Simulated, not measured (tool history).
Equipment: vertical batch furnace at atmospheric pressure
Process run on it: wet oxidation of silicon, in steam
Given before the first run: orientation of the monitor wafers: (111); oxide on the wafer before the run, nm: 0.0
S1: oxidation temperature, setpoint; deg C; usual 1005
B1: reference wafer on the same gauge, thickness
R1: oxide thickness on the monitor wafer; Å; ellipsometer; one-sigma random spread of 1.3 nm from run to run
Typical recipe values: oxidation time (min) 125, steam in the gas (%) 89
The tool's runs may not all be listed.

{"run": 1, "day": 0.0, "S1": 1005, "oxidation time (min)": 125, "steam in the gas (%)": 89, "B1": 685.32, "R1": 7151.8}
{"run": 2, "day": 1.612, "S1": 1005, "oxidation time (min)": 125, "steam in the gas (%)": 89, "B1": 685.23, "R1": 7179.5}
{"run": 3, "day": 3.667, "S1": 988, "oxidation time (min)": 125, "steam in the gas (%)": 89, "B1": 685.25, "R1": 6606}
{"run": 4, "day": 7.275, "S1": 988, "oxidation time (min)": 125, "steam in the gas (%)": 89, "B1": 684.77, "R1": 6595}
{"run": 5, "day": 9.479, "S1": 988, "oxidation time (min)": 125, "steam in the gas (%)": 89, "B1": 684.84, "R1": 6592.6}
{"run": 6, "day": 12.95, "S1": 1005, "oxidation time (min)": 174, "steam in the gas (%)": 89, "B1": 684.38, "R1": 8627}
{"run": 7, "day": 17.029, "S1": 1005, "oxidation time (min)": 174, "steam in the gas (%)": 89, "B1": 684.5, "R1": 8684}
{"run": 8, "day": 21.242, "S1": 1005, "oxidation time (min)": 174, "steam in the gas (%)": 89, "B1": 685.46, "R1": 8683}
{"day": 24.104, "done": "thermocouples replaced and temperature profile calibrated"}
{"run": 9, "day": 24.125, "S1": 1005, "oxidation time (min)": 125, "steam in the gas (%)": 89, "B1": 685.89, "R1": 7045.1}
{"run": 10, "day": 25.371, "S1": 1005, "oxidation time (min)": 125, "steam in the gas (%)": 89, "B1": 684.29, "R1": 7029.7}
{"day": 30.004, "done": "steam generator serviced"}
{"run": 11, "day": 38.475, "S1": 1005, "oxidation time (min)": 125, "steam in the gas (%)": 89, "B1": 685.19, "R1": 7168.8}
{"run": 12, "day": 42.538, "S1": 999, "oxidation time (min)": 125, "steam in the gas (%)": 89, "B1": 685.39, "R1": 6940.4}
{"day": 42.983, "done": "gauge calibrated"}
{"run": 13, "day": 45.304, "S1": 1005, "oxidation time (min)": 125, "steam in the gas (%)": 97, "B1": 685.29, "R1": 7520}
{"run": 14, "day": 47.529, "S1": 1024, "oxidation time (min)": 180.5, "steam in the gas (%)": 89, "B1": 685, "R1": 9528.8}
{"run": 15, "day": 49.479, "S1": 987, "oxidation time (min)": 125, "steam in the gas (%)": 89, "B1": 684.96, "R1": 6532.6}
{"run": 16, "day": 51.254, "S1": 1026, "oxidation time (min)": 79, "steam in the gas (%)": 93, "B1": 685.16, "R1": 6180}
{"run": 17, "day": 54.121, "S1": 981, "oxidation time (min)": 101.5, "steam in the gas (%)": 79, "B1": 685.12, "R1": 5151.4}
{"run": 18, "day": 56.071, "S1": 1005, "oxidation time (min)": 125, "steam in the gas (%)": 96, "B1": 685.21, "R1": 7458}
{"run": 19, "day": 58.821, "S1": 1014, "oxidation time (min)": 125, "steam in the gas (%)": 89, "B1": 684.71, "R1": 7426.2}
{"run": 20, "day": 62.204, "S1": 1005, "oxidation time (min)": 125, "steam in the gas (%)": 96, "B1": 684.68, "R1": 7424.8}
{"run": 21, "day": 64.225, "S1": 1005, "oxidation time (min)": 125, "steam in the gas (%)": 89, "B1": 684.84, "R1": 7126.8}
{"run": 22, "day": 67.362, "S1": 1023, "oxidation time (min)": 154, "steam in the gas (%)": 89, "B1": 684.84, "R1": 8659.7}
{"run": 23, "day": 69.233, "S1": 990, "oxidation time (min)": 173, "steam in the gas (%)": 94, "B1": 684.34, "R1": 8282}
{"run": 24, "day": 71.312, "S1": 1019, "oxidation time (min)": 76.5, "steam in the gas (%)": 83, "B1": 685.29, "R1": 5488.5}

Run 25 is up next; what results do you expect?
{"run": 25, "day": 73.862, "S1": 1023, "oxidation time (min)": 62.5, "steam in the gas (%)": 97, "B1": "?", "R1": "?"}

Run 25 gave B1 685.04, R1 5444 Å.
With the hidden condition absent and the run-to-run variation left alone, this run would have shown R1 5495.9 Å.
